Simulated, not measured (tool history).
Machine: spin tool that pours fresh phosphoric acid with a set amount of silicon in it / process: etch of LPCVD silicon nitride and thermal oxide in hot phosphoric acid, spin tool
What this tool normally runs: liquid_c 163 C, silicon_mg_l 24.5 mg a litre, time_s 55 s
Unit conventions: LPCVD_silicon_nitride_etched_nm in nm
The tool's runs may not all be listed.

run,hour,liquid_c,silicon_mg_l,time_s,"read-back film thickness of the LPCVD silicon nitride reference wafer, read on the same gauge (nm)",LPCVD_silicon_nitride_etched_nm
1,0,163,24.5,55,99.978,4.513
2,14.3,165,24.5,35,100.009,3.091
3,43.7,164,29.5,65,99.999,5.581
4,57.9,163,24.5,55,100.003,4.506
5,79.8,164.5,37.5,45,100.028,3.891
6,103.3,163,24.5,25,100.006,2.093
7,133.8,166,24.5,80,99.996,7.171
8,167.8,164,29.5,65,99.999,5.6
9,190,164.5,41.5,80,99.981,6.907
# hour 217.7: thermometer replaced
# hour 226.6: dissolved silicon flow meter replaced
10,253.9,163,24.5,55,100.001,4.549
11,287.7,163,18.5,55,100.014,4.568
12,319.2,161,9.5,20,99.994,1.551
13,355.5,163,24.5,25,99.985,2.05
14,371.8,163,7,80,100.007,6.572
15,400.2,163,24.5,55,100.001,4.614

Expected results for the next run?
16,429.4,163,10,55,?,?

Run 16 produced read-back film thickness of the LPCVD silicon nitride reference wafer, read on the same gauge (nm) 99.998, LPCVD_silicon_nitride_etched_nm 4.518 nm.
Had the tool carried no hidden state, the very same run would have given LPCVD_silicon_nitride_etched_nm 4.518 nm.
